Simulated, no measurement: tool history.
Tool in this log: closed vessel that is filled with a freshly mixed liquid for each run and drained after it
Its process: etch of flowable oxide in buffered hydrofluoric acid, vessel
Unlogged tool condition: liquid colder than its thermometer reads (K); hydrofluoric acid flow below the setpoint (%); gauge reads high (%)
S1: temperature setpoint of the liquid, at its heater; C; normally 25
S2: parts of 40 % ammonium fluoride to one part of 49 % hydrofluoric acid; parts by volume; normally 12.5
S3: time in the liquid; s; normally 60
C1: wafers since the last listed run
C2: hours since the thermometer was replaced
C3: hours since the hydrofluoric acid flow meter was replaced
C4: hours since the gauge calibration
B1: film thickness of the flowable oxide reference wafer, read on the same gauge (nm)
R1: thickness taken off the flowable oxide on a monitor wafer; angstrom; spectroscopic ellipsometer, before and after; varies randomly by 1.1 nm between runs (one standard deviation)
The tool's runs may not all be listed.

{"run": 1, "hour": 0.0, "S1": 25, "S2": 12.5, "S3": 60, "C1": 0, "C2": 398.4, "C3": 763.4, "C4": 208.2, "B1": 99.95, "R1": 1510.8}
{"run": 2, "hour": 20.5, "S1": 25, "S2": 12.5, "S3": 60, "C1": 1824, "C2": 418.9, "C3": 783.9, "C4": 228.7, "B1": 100.03, "R1": 1497.2}
{"run": 3, "hour": 33.3, "S1": 25, "S2": 14, "S3": 35, "C1": 1139, "C2": 431.7, "C3": 796.7, "C4": 241.5, "B1": 100, "R1": 789.6}
{"run": 4, "hour": 67.7, "S1": 25, "S2": 14, "S3": 35, "C1": 3062, "C2": 466.1, "C3": 831.1, "C4": 275.9, "B1": 100.04, "R1": 782.8}
{"run": 5, "hour": 164.9, "S1": 21, "S2": 12.5, "S3": 60, "C1": 8652, "C2": 563.3, "C3": 928.3, "C4": 373.1, "B1": 99.99, "R1": 1192.5}
{"run": 6, "hour": 181.2, "S1": 21, "S2": 12.5, "S3": 60, "C1": 1451, "C2": 579.6, "C3": 944.6, "C4": 389.4, "B1": 99.97, "R1": 1182.8}
{"run": 7, "hour": 210.6, "S1": 21, "S2": 12.5, "S3": 60, "C1": 2617, "C2": 609, "C3": 974, "C4": 418.8, "B1": 100.02, "R1": 1199.3}
{"run": 8, "hour": 224.1, "S1": 25, "S2": 12.5, "S3": 60, "C1": 1201, "C2": 622.5, "C3": 987.5, "C4": 432.3, "B1": 99.98, "R1": 1486.7}
{"run": 9, "hour": 258.2, "S1": 25, "S2": 12.5, "S3": 60, "C1": 3035, "C2": 656.6, "C3": 1021.6, "C4": 466.4, "B1": 100.03, "R1": 1477}
{"run": 10, "hour": 287.3, "S1": 25, "S2": 12.5, "S3": 60, "C1": 2590, "C2": 685.7, "C3": 1050.7, "C4": 495.5, "B1": 100.05, "R1": 1487.3}
{"run": 11, "hour": 318.9, "S1": 25, "S2": 12.5, "S3": 70, "C1": 2813, "C2": 717.3, "C3": 1082.3, "C4": 527.1, "B1": 100.02, "R1": 1727.2}
{"run": 12, "hour": 350.2, "S1": 25, "S2": 12.5, "S3": 70, "C1": 2786, "C2": 748.6, "C3": 1113.6, "C4": 558.4, "B1": 99.98, "R1": 1736.1}
{"run": 13, "hour": 385.9, "S1": 25, "S2": 12.5, "S3": 70, "C1": 3178, "C2": 784.3, "C3": 1149.3, "C4": 594.1, "B1": 100, "R1": 1719.2}
{"run": 14, "hour": 410.6, "S1": 25, "S2": 12.5, "S3": 60, "C1": 2198, "C2": 809, "C3": 1174, "C4": 618.8, "B1": 100.01, "R1": 1451.3}
{"run": 15, "hour": 437.0, "S1": 25, "S2": 12.5, "S3": 60, "C1": 2350, "C2": 835.4, "C3": 1200.4, "C4": 645.2, "B1": 100.01, "R1": 1455.6}
{"run": 16, "hour": 467.8, "S1": 25, "S2": 12.5, "S3": 45, "C1": 2741, "C2": 866.2, "C3": 1231.2, "C4": 676, "B1": 100, "R1": 1091.9}
{"run": 17, "hour": 481.2, "S1": 21.5, "S2": 8.5, "S3": 60, "C1": 1192, "C2": 879.6, "C3": 1244.6, "C4": 689.4, "B1": 100.02, "R1": 1704.2}
{"run": 18, "hour": 511.8, "S1": 25, "S2": 16, "S3": 60, "C1": 2724, "C2": 910.2, "C3": 1275.2, "C4": 720, "B1": 100.01, "R1": 1149.1}
{"run": 19, "hour": 527.6, "S1": 29, "S2": 9.5, "S3": 30, "C1": 1406, "C2": 926, "C3": 1291, "C4": 735.8, "B1": 99.98, "R1": 1185.8}
{"run": 20, "hour": 556.4, "S1": 20.5, "S2": 12.5, "S3": 60, "C1": 2563, "C2": 954.8, "C3": 1319.8, "C4": 764.6, "B1": 100.02, "R1": 1130.4}
{"run": 21, "hour": 576.1, "S1": 25, "S2": 12.5, "S3": 35, "C1": 1753, "C2": 974.5, "C3": 1339.5, "C4": 784.3, "B1": 100.02, "R1": 846.6}
{"hour": 576.5, "done": "gauge calibrated"}
{"hour": 581.8, "done": "thermometer replaced"}
{"run": 22, "hour": 606.7, "S1": 21, "S2": 14.5, "S3": 30, "C1": 2634, "C2": 24.9, "C3": 1370.1, "C4": 30.2, "B1": 100.02, "R1": 512.5}
{"run": 23, "hour": 637.6, "S1": 28, "S2": 12.5, "S3": 35, "C1": 2750, "C2": 55.8, "C3": 1401, "C4": 61.1, "B1": 100.02, "R1": 985.3}
{"run": 24, "hour": 664.3, "S1": 25, "S2": 12.5, "S3": 60, "C1": 2376, "C2": 82.5, "C3": 1427.7, "C4": 87.8, "B1": 100.01, "R1": 1439.7}
{"run": 25, "hour": 676.4, "S1": 21.5, "S2": 16, "S3": 70, "C1": 1077, "C2": 94.6, "C3": 1439.8, "C4": 99.9, "B1": 100, "R1": 1090.3}
{"hour": 690.4, "done": "hydrofluoric acid flow meter replaced"}
{"run": 26, "hour": 696.2, "S1": 25, "S2": 12.5, "S3": 60, "C1": 1673, "C2": 114.4, "C3": 5.8, "C4": 119.7, "B1": 100.01, "R1": 1564.1}
{"run": 27, "hour": 717.3, "S1": 25, "S2": 12.5, "S3": 60, "C1": 1878, "C2": 135.5, "C3": 26.9, "C4": 140.8, "B1": 99.97, "R1": 1596.2}
{"run": 28, "hour": 743.1, "S1": 26.5, "S2": 15.5, "S3": 75, "C1": 2296, "C2": 161.3, "C3": 52.7, "C4": 166.6, "B1": 100, "R1": 1734.9}
{"run": 29, "hour": 772.9, "S1": 23.5, "S2": 14, "S3": 40, "C1": 2652, "C2": 191.1, "C3": 82.5, "C4": 196.4, "B1": 100, "R1": 851.7}
{"run": 30, "hour": 796.8, "S1": 25, "S2": 12.5, "S3": 60, "C1": 2127, "C2": 215, "C3": 106.4, "C4": 220.3, "B1": 100.03, "R1": 1566}
{"run": 31, "hour": 811.1, "S1": 25, "S2": 11, "S3": 50, "C1": 1272, "C2": 229.3, "C3": 120.7, "C4": 234.6, "B1": 99.99, "R1": 1461.9}
{"run": 32, "hour": 840.2, "S1": 21.5, "S2": 17.5, "S3": 50, "C1": 2590, "C2": 258.4, "C3": 149.8, "C4": 263.7, "B1": 100.01, "R1": 766.2}
{"run": 33, "hour": 872.7, "S1": 29.5, "S2": 10.5, "S3": 35, "C1": 2893, "C2": 290.9, "C3": 182.3, "C4": 296.2, "B1": 100.01, "R1": 1377.6}
{"run": 34, "hour": 889.7, "S1": 22, "S2": 14.5, "S3": 80, "C1": 1513, "C2": 307.9, "C3": 199.3, "C4": 313.2, "B1": 99.99, "R1": 1524}

Alternative continuations, all from the tool just after run 34; predict every row:
{"run": "A", "hour": 890.4, "S1": 25, "S2": 8.5, "S3": 60, "C1": 62, "C2": 308.6, "C3": 200, "C4": 313.9, "B1": "?", "R1": "?"}
{"run": "B", "hour": 890.4, "S1": 26.5, "S2": 12.5, "S3": 75, "C1": 62, "C2": 308.6, "C3": 200, "C4": 313.9, "B1": "?", "R1": "?"}
{"run": "C", "hour": 890.4, "S1": 25, "S2": 11, "S3": 60, "C1": 62, "C2": 308.6, "C3": 200, "C4": 313.9, "B1": "?", "R1": "?"}

run=A B1=99.98 R1=2203.9
run=B B1=99.98 R1=2116.7
run=C B1=99.98 R1=1769.4
Had the tool no hidden state, the same runs would have come out as:
run=A R1=2235.7
run=B R1=2144.2
run=C R1=1792.3
